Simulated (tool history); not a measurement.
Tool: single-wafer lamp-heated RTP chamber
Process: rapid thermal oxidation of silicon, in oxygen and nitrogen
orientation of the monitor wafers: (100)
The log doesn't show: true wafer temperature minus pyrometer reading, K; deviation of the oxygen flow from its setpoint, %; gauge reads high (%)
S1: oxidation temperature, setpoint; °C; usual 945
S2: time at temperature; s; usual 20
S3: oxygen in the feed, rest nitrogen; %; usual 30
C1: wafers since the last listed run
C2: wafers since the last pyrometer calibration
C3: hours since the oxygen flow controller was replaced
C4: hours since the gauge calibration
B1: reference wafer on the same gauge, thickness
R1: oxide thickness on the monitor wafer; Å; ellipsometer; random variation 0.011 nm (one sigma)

Run 1, hour 0.0: usual settings; C1 0; C2 693; C3 3506.4; C4 253.0; B1 2.450. Result: R1 22.59 Å.
Run 2, hour 12.7: usual settings; C1 101; C2 795; C3 3519.1; C4 265.7; B1 2.450. Result: R1 22.70 Å.
Run 3, hour 28.2: usual settings but S2 27 s; C1 123; C2 919; C3 3534.6; C4 281.2; B1 2.450. Result: R1 24.17 Å.
Run 4, hour 80.9: usual settings but S2 27 s; C1 421; C2 1340; C3 3587.3; C4 333.9; B1 2.452. Result: R1 24.15 Å.
Run 5, hour 113.0: usual settings; C1 256; C2 1597; C3 3619.4; C4 366.0; B1 2.451. Result: R1 22.83 Å.
Run 6, hour 130.1: usual settings; C1 136; C2 1733; C3 3636.5; C4 383.1; B1 2.448. Result: R1 22.82 Å.
Run 7, hour 148.2: usual settings; C1 144; C2 1878; C3 3654.6; C4 401.2; B1 2.452. Result: R1 23.00 Å.
Run 8, hour 169.2: usual settings but S1 956 °C; C1 167; C2 2046; C3 3675.6; C4 422.2; B1 2.449. Result: R1 23.54 Å.
At hour 182.4: pyrometer window cleaned and pyrometer calibrated.
At hour 193.0: gauge calibrated.
At hour 211.2: oxygen flow controller replaced.
Run 9, hour 235.8: usual settings but S1 918 °C, S3 54 %; C1 404; C2 362; C3 24.6; C4 42.8; B1 2.449. Result: R1 22.30 Å.
Run 10, hour 262.3: usual settings but S1 927 °C, S2 27 s, S3 38 %; C1 211; C2 574; C3 51.1; C4 69.3; B1 2.450. Result: R1 23.52 Å.
Run 11, hour 294.3: usual settings; C1 255; C2 830; C3 83.1; C4 101.3; B1 2.451. Result: R1 22.42 Å.
Run 12, hour 329.6: usual settings but S2 12 s, S3 17 %; C1 282; C2 1112; C3 118.4; C4 136.6; B1 2.447. Result: R1 20.34 Å.
Run 13, hour 350.1: usual settings but S1 972 °C; C1 163; C2 1276; C3 138.9; C4 157.1; B1 2.449. Result: R1 24.82 Å.
Run 14, hour 370.7: usual settings but S3 17 %; C1 164; C2 1441; C3 159.5; C4 177.7; B1 2.450. Result: R1 21.54 Å.
Run 15, hour 397.3: usual settings but S1 956 °C, S2 13 s, S3 45 %; C1 212; C2 1653; C3 186.1; C4 204.3; B1 2.449. Result: R1 22.61 Å.
Run 16, hour 410.4: usual settings but S2 11 s; C1 104; C2 1758; C3 199.2; C4 217.4; B1 2.448. Result: R1 20.47 Å.
Run 17, hour 425.3: usual settings; C1 119; C2 1877; C3 214.1; C4 232.3; B1 2.453. Result: R1 22.70 Å.

4 ways to go on from here, each from the tool as it stands after run 17. What would each give?
Run A, hour 425.7: usual settings; C1 3; C2 1880; C3 214.5; C4 232.7; B1 ?. Result: R1 ?.
Run B, hour 425.7: usual settings but S1 937 °C, S3 17 %; C1 3; C2 1880; C3 214.5; C4 232.7; B1 ?. Result: R1 ?.
Run C, hour 425.7: usual settings but S1 928 °C, S3 39 %; C1 3; C2 1880; C3 214.5; C4 232.7; B1 ?. Result: R1 ?.
Run D, hour 425.7: usual settings but S1 953 °C, S2 17 s, S3 51 %; C1 3; C2 1880; C3 214.5; C4 232.7; B1 ?. Result: R1 ?.

run     B1     R1
  A  2.451  22.75
  B  2.451  21.28
  C  2.451  22.37
  D  2.451  24.19
Without the tool's hidden state the same runs would have given:
run     R1
  A  22.19
  B  20.92
  C  21.84
  D  23.38
